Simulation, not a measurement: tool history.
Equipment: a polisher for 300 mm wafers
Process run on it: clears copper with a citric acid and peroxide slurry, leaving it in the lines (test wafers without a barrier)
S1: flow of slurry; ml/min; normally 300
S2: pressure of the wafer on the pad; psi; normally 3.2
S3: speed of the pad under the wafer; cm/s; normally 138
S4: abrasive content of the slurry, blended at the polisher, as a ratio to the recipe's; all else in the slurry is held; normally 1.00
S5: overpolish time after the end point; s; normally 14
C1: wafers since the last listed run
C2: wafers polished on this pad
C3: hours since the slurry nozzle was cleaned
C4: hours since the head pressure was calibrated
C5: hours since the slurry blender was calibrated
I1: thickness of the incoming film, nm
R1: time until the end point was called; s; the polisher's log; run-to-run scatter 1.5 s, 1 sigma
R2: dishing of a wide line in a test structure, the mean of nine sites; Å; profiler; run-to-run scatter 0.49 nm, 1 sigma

Run 1, hour 0.0: usual settings but S3 174 cm/s; C1 0; C2 2129; C3 124.0; C4 553.0; C5 397.7; I1 394.0. Result: R1 93.2 s, R2 229 Å.
Run 2, hour 40.8: usual settings but S3 174 cm/s; C1 198; C2 2327; C3 164.8; C4 593.8; C5 438.5; I1 388.5. Result: R1 92.4 s, R2 224 Å.
Run 3, hour 115.0: usual settings; C1 360; C2 2688; C3 239.0; C4 668.0; C5 512.7; I1 399.3. Result: R1 119.3 s, R2 195 Å.
Run 4, hour 220.1: usual settings; C1 510; C2 3199; C3 344.1; C4 773.1; C5 617.8; I1 398.7. Result: R1 121.2 s, R2 201 Å.
At hour 238.5: worn pad replaced by a new one.
At hour 239.6: slurry blender recalibrated.
Run 5, hour 290.7: usual settings; C1 318; C2 248; C3 414.7; C4 843.7; C5 51.1; I1 397.6. Result: R1 122.2 s, R2 204 Å.
At hour 301.1: head pressure recalibrated.
Run 6, hour 355.5: usual settings; C1 305; C2 553; C3 479.5; C4 54.4; C5 115.9; I1 395.0. Result: R1 122.1 s, R2 203 Å.
Run 7, hour 391.6: usual settings but S2 3.7 psi; C1 175; C2 728; C3 515.6; C4 90.5; C5 152.0; I1 398.6. Result: R1 107.5 s, R2 219 Å.
Run 8, hour 463.2: usual settings but S2 3.7 psi; C1 347; C2 1076; C3 587.2; C4 162.1; C5 223.6; I1 393.7. Result: R1 110.5 s, R2 216 Å.
Run 9, hour 539.9: usual settings; C1 372; C2 1449; C3 663.9; C4 238.8; C5 300.3; I1 396.7. Result: R1 125.1 s, R2 194 Å.
At hour 615.3: slurry nozzle cleaned.
Run 10, hour 632.0: usual settings but S1 360 ml/min, S2 2.2 psi, S4 0.75; C1 442; C2 1892; C3 16.7; C4 330.9; C5 392.4; I1 393.5. Result: R1 171.2 s, R2 172 Å.
Run 11, hour 684.1: usual settings but S1 215 ml/min, S2 4.2 psi, S5 18 s; C1 253; C2 2145; C3 68.8; C4 383.0; C5 444.5; I1 388.7. Result: R1 95.3 s, R2 239 Å.
Run 12, hour 774.7: usual settings but S3 110 cm/s, S5 9 s; C1 440; C2 2585; C3 159.4; C4 473.6; C5 535.1; I1 394.2. Result: R1 148.0 s, R2 140 Å.
Run 13, hour 829.1: usual settings but S3 174 cm/s; C1 264; C2 2850; C3 213.8; C4 528.0; C5 589.5; I1 397.6. Result: R1 94.0 s, R2 219 Å.
At hour 864.9: slurry blender recalibrated.
At hour 876.3: worn pad replaced by a new one.
Run 14, hour 883.5: usual settings; C1 235; C2 34; C3 268.2; C4 582.4; C5 18.6; I1 391.7. Result: R1 117.8 s, R2 204 Å.
Run 15, hour 936.1: usual settings but S2 2.7 psi, S3 110 cm/s; C1 255; C2 290; C3 320.8; C4 635.0; C5 71.2; I1 400.8. Result: R1 172.5 s, R2 172 Å.
At hour 988.0: head pressure recalibrated.
Run 16, hour 1106.5: usual settings but S2 2.4 psi, S3 184 cm/s, S5 18 s; C1 818; C2 1108; C3 491.2; C4 118.5; C5 241.6; I1 389.1. Result: R1 111.8 s, R2 238 Å.
Run 17, hour 1146.2: usual settings but S2 3.9 psi, S3 100 cm/s; C1 192; C2 1301; C3 530.9; C4 158.2; C5 281.3; I1 398.1. Result: R1 144.9 s, R2 179 Å.
Run 18, hour 1228.0: usual settings but S1 230 ml/min, S3 92 cm/s; C1 397; C2 1699; C3 612.7; C4 240.0; C5 363.1; I1 396.0. Result: R1 192.9 s, R2 161 Å.
At hour 1250.1: slurry nozzle cleaned.
Run 19, hour 1283.0: usual settings but S1 340 ml/min; C1 262; C2 1961; C3 32.9; C4 295.0; C5 418.1; I1 402.7. Result: R1 116.4 s, R2 201 Å.
Run 20, hour 1385.8: usual settings; C1 499; C2 2461; C3 135.7; C4 397.8; C5 520.9; I1 397.0. Result: R1 120.8 s, R2 205 Å.
At hour 1459.8: slurry blender recalibrated.
At hour 1460.9: worn pad replaced by a new one.
Run 21, hour 1473.2: usual settings but S5 9 s; C1 409; C2 59; C3 223.1; C4 485.2; C5 13.4; I1 390.5. Result: R1 116.9 s, R2 167 Å.
Run 22, hour 1577.4: usual settings but S2 2.8 psi, S4 1.25; C1 506; C2 566; C3 327.3; C4 589.4; C5 117.6; I1 393.6. Result: R1 124.0 s, R2 199 Å.
Run 23, hour 1658.2: usual settings but S2 2.9 psi; C1 392; C2 958; C3 408.1; C4 670.2; C5 198.4; I1 399.5. Result: R1 135.4 s, R2 200 Å.
At hour 1808.4: head pressure recalibrated.
At hour 1833.8: slurry nozzle cleaned.
Run 24, hour 1934.4: usual settings but S2 4.2 psi, S3 108 cm/s, S4 0.70, S5 11 s; C1 1327; C2 2286; C3 100.6; C4 126.0; C5 474.6; I1 390.0. Result: R1 130.6 s, R2 163 Å.
Run 25, hour 1996.5: usual settings but S1 340 ml/min, S4 0.80; C1 301; C2 2588; C3 162.7; C4 188.1; C5 536.7; I1 395.5. Result: R1 127.6 s, R2 206 Å.
At hour 2105.2: slurry blender recalibrated.
At hour 2155.1: worn pad replaced by a new one.
Run 26, hour 2230.3: usual settings but S3 180 cm/s, S4 0.70, S5 8 s; C1 1107; C2 365; C3 396.5; C4 421.9; C5 125.1; I1 391.4. Result: R1 103.0 s, R2 158 Å.
Run 27, hour 2335.3: usual settings but S4 1.10; C1 510; C2 875; C3 501.5; C4 526.9; C5 230.1; I1 392.3. Result: R1 117.7 s, R2 206 Å.
Run 28, hour 2404.3: usual settings but S1 370 ml/min, S2 3.5 psi, S4 1.15, S5 17 s; C1 335; C2 1210; C3 570.5; C4 595.9; C5 299.1; I1 396.3. Result: R1 109.6 s, R2 231 Å.

Consider 4 possible next runs. They are alternatives, not a sequence: every one starts from the tool as it was left by run 28. What does each give?
Run A, hour 2404.8: usual settings but S5 11 s; C1 2; C2 1213; C3 571.0; C4 596.4; C5 299.6; I1 395.4. Result: R1 ?, R2 ?.
Run B, hour 2404.8: usual settings but S2 4.2 psi, S3 92 cm/s, S4 1.20, S5 21 s; C1 2; C2 1213; C3 571.0; C4 596.4; C5 299.6; I1 395.4. Result: R1 ?, R2 ?.
Run C, hour 2404.8: usual settings but S4 0.85; C1 2; C2 1213; C3 571.0; C4 596.4; C5 299.6; I1 395.4. Result: R1 ?, R2 ?.
Run D, hour 2404.8: usual settings but S3 154 cm/s, S4 1.20; C1 2; C2 1213; C3 571.0; C4 596.4; C5 299.6; I1 395.4. Result: R1 ?, R2 ?.

run     R1   R2
  A  123.6  178
  B  139.7  228
  C  130.1  196
  D  105.0  216
With the hidden condition removed and each run's random variation left untouched, the same runs would have given:
run     R1   R2
  A  117.3  183
  B  132.7  233
  C  123.5  201
  D   99.7  221

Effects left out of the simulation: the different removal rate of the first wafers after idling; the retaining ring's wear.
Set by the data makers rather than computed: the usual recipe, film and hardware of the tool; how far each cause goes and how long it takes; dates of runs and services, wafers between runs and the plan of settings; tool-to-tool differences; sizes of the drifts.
